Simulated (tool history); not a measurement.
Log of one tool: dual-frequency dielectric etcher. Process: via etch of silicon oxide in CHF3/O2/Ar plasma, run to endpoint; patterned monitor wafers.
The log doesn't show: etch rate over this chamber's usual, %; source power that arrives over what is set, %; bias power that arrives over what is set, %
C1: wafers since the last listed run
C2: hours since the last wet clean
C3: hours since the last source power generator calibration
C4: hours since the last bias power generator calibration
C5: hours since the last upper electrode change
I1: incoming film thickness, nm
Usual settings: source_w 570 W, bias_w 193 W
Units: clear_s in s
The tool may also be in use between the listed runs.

Run 1, hour 0.0: usual settings but source_w 680 W; C1 0; C2 572.5; C3 3530.4; C4 2736.5; C5 2172.5; I1 617.3. Result: clear_s 285.2 s.
Run 2, hour 31.5: usual settings but source_w 680 W; C1 96; C2 604.0; C3 3561.9; C4 2768.0; C5 2204.0; I1 621.6. Result: clear_s 287.8 s.
At hour 59.0: wet clean of the chamber.
Run 3, hour 88.2: usual settings but source_w 680 W; C1 100; C2 29.2; C3 3618.6; C4 2824.7; C5 2260.7; I1 625.1. Result: clear_s 295.5 s.
Run 4, hour 156.1: usual settings but source_w 480 W, bias_w 161 W; C1 207; C2 97.1; C3 3686.5; C4 2892.6; C5 2328.6; I1 624.7. Result: clear_s 355.9 s.
Run 5, hour 188.0: usual settings; C1 97; C2 129.0; C3 3718.4; C4 2924.5; C5 2360.5; I1 622.0. Result: clear_s 309.6 s.
Run 6, hour 244.1: usual settings but source_w 460 W, bias_w 219 W; C1 171; C2 185.1; C3 3774.5; C4 2980.6; C5 2416.6; I1 625.2. Result: clear_s 320.8 s.
Run 7, hour 307.9: usual settings but source_w 650 W; C1 195; C2 248.9; C3 3838.3; C4 3044.4; C5 2480.4; I1 628.6. Result: clear_s 299.3 s.
Run 8, hour 355.3: usual settings but source_w 650 W; C1 145; C2 296.3; C3 3885.7; C4 3091.8; C5 2527.8; I1 623.1. Result: clear_s 294.2 s.
At hour 453.1: bias power generator calibrated.
At hour 484.1: source power generator calibrated.
Run 9, hour 519.2: usual settings but source_w 650 W; C1 477; C2 460.2; C3 35.1; C4 66.1; C5 2691.7; I1 625.8. Result: clear_s 290.1 s.
Run 10, hour 553.9: usual settings but source_w 620 W; C1 106; C2 494.9; C3 69.8; C4 100.8; C5 2726.4; I1 629.6. Result: clear_s 296.4 s.
Run 11, hour 581.2: usual settings but source_w 620 W; C1 83; C2 522.2; C3 97.1; C4 128.1; C5 2753.7; I1 627.0. Result: clear_s 296.5 s.
At hour 605.5: wet clean of the chamber.
Run 12, hour 640.9: usual settings; C1 109; C2 35.4; C3 156.8; C4 187.8; C5 2813.4; I1 625.1. Result: clear_s 314.0 s.
Run 13, hour 677.3: usual settings but source_w 690 W, bias_w 219 W; C1 111; C2 71.8; C3 193.2; C4 224.2; C5 2849.8; I1 619.1. Result: clear_s 279.9 s.
Run 14, hour 707.6: usual settings but bias_w 229 W; C1 92; C2 102.1; C3 223.5; C4 254.5; C5 2880.1; I1 627.3. Result: clear_s 297.8 s.
Run 15, hour 747.6: usual settings; C1 122; C2 142.1; C3 263.5; C4 294.5; C5 2920.1; I1 626.1. Result: clear_s 315.3 s.
At hour 797.4: upper electrode replaced, of another model than before.
Run 16, hour 797.9: usual settings but bias_w 179 W; C1 80; C2 192.4; C3 313.8; C4 344.8; C5 0.5; I1 630.1. Result: clear_s 323.6 s.
Run 17, hour 819.6: usual settings but source_w 620 W, bias_w 154 W; C1 66; C2 214.1; C3 335.5; C4 366.5; C5 22.2; I1 621.7. Result: clear_s 339.9 s.
Run 18, hour 870.1: usual settings but source_w 630 W, bias_w 238 W; C1 154; C2 264.6; C3 386.0; C4 417.0; C5 72.7; I1 626.1. Result: clear_s 272.7 s.
Run 19, hour 906.3: usual settings but source_w 520 W, bias_w 220 W; C1 110; C2 300.8; C3 422.2; C4 453.2; C5 108.9; I1 627.8. Result: clear_s 300.8 s.

Forecast run 20:
Run 20, hour 943.0: usual settings; C1 112; C2 337.5; C3 458.9; C4 489.9; C5 145.6; I1 628.5. Result: clear_s ?.

Run 20 gave clear_s 311.6 s.
Without the tool's hidden state the same run would have given clear_s 318.3 s.
